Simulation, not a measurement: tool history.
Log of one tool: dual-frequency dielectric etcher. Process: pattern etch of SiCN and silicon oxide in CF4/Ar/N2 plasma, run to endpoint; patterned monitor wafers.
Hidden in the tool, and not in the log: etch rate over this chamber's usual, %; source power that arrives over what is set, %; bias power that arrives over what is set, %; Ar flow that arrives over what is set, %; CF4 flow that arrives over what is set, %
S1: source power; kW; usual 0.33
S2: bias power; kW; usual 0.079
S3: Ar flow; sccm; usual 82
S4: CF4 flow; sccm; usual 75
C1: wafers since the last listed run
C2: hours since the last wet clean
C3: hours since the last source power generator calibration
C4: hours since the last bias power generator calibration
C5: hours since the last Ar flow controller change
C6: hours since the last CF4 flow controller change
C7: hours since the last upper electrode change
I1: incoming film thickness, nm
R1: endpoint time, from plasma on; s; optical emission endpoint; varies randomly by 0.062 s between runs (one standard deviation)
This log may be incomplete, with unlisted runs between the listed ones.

run 1 hour=0 | S1=0.33 S2=0.079 S3=82 S4=75 | C1=0 C2=350.8 C3=4594.9 C4=3200.4 C5=2648.4 C6=5736 C7=3863.9 | I1=12.22 | R1=19.2
run 2 hour=6.2 | S1=0.33 S2=0.079 S3=82 S4=75 | C1=143 C2=357 C3=4601.1 C4=3206.6 C5=2654.6 C6=5742.2 C7=3870.1 | I1=12.17 | R1=19.1
run 3 hour=17.3 | S1=0.33 S2=0.079 S3=82 S4=75 | C1=256 C2=368.1 C3=4612.2 C4=3217.7 C5=2665.7 C6=5753.3 C7=3881.2 | I1=12.15 | R1=19.1
run 4 hour=30 | S1=0.33 S2=0.079 S3=82 S4=75 | C1=293 C2=380.8 C3=4624.9 C4=3230.4 C5=2678.4 C6=5766 C7=3893.9 | I1=12.23 | R1=19.2
run 5 hour=36.4 | S1=0.33 S2=0.079 S3=82 S4=75 | C1=147 C2=387.2 C3=4631.3 C4=3236.8 C5=2684.8 C6=5772.4 C7=3900.3 | I1=12.27 | R1=19.2
-- hour=54 source power generator calibrated
-- hour=54.3 bias power generator calibrated
-- hour=54.9 CF4 flow controller replaced
run 6 hour=55.4 | S1=0.33 S2=0.079 S3=82 S4=75 | C1=326 C2=406.2 C3=1.4 C4=1.1 C5=2703.8 C6=0.5 C7=3919.3 | I1=12.19 | R1=19.2
-- hour=82 wet clean of the chamber
-- hour=90.9 upper electrode replaced
run 7 hour=91.4 | S1=0.33 S2=0.079 S3=68 S4=75 | C1=71 C2=9.4 C3=37.4 C4=37.1 C5=2739.8 C6=36.5 C7=0.5 | I1=12.15 | R1=19.6
run 8 hour=91.7 | S1=0.27 S2=0.079 S3=82 S4=75 | C1=6 C2=9.7 C3=37.7 C4=37.4 C5=2740.1 C6=36.8 C7=0.8 | I1=12.22 | R1=22.8
run 9 hour=92.1 | S1=0.33 S2=0.079 S3=82 S4=75 | C1=9 C2=10.1 C3=38.1 C4=37.8 C5=2740.5 C6=37.2 C7=1.2 | I1=12.2 | R1=19.9
-- hour=115.2 Ar flow controller replaced
-- hour=118 wet clean of the chamber, repeated, since the last time left the tool worse
run 10 hour=118.5 | S1=0.38 S2=0.072 S3=89 S4=59 | C1=407 C2=0.5 C3=64.5 C4=64.2 C5=3.3 C6=63.6 C7=27.6 | I1=12.38 | R1=18.4
run 11 hour=118.8 | S1=0.33 S2=0.079 S3=95 S4=75 | C1=6 C2=0.8 C3=64.8 C4=64.5 C5=3.6 C6=63.9 C7=27.9 | I1=12.31 | R1=18.9
run 12 hour=129.4 | S1=0.39 S2=0.069 S3=82 S4=75 | C1=244 C2=11.4 C3=75.4 C4=75.1 C5=14.2 C6=74.5 C7=38.5 | I1=12.15 | R1=17.1
run 13 hour=136.2 | S1=0.33 S2=0.079 S3=82 S4=75 | C1=157 C2=18.2 C3=82.2 C4=81.9 C5=21 C6=81.3 C7=45.3 | I1=12.3 | R1=18.8
run 14 hour=146.2 | S1=0.28 S2=0.079 S3=72 S4=69 | C1=230 C2=28.2 C3=92.2 C4=91.9 C5=31 C6=91.3 C7=55.3 | I1=12.17 | R1=20.8

A few steps of R1 between consecutive runs. Split each: what settings, incoming material and random variation would produce without the hidden state, and what is left over for the hidden state, along with gauge scatter present in only one of the two compared results (measured, and without hidden state):
Run 7 -> 8: S1 0.33 -> 0.27, S3 68 -> 82. R1 +3.2 s: hidden state +0.2, all else +3.
Run 9 -> 10: S1 0.33 -> 0.38, S2 0.079 -> 0.072, S3 82 -> 89, S4 75 -> 59, Ar flow controller replaced, wet clean of the chamber, repeated, since the last time left the tool worse. R1 -1.5 s: hidden state -1.4, all else -0.1.
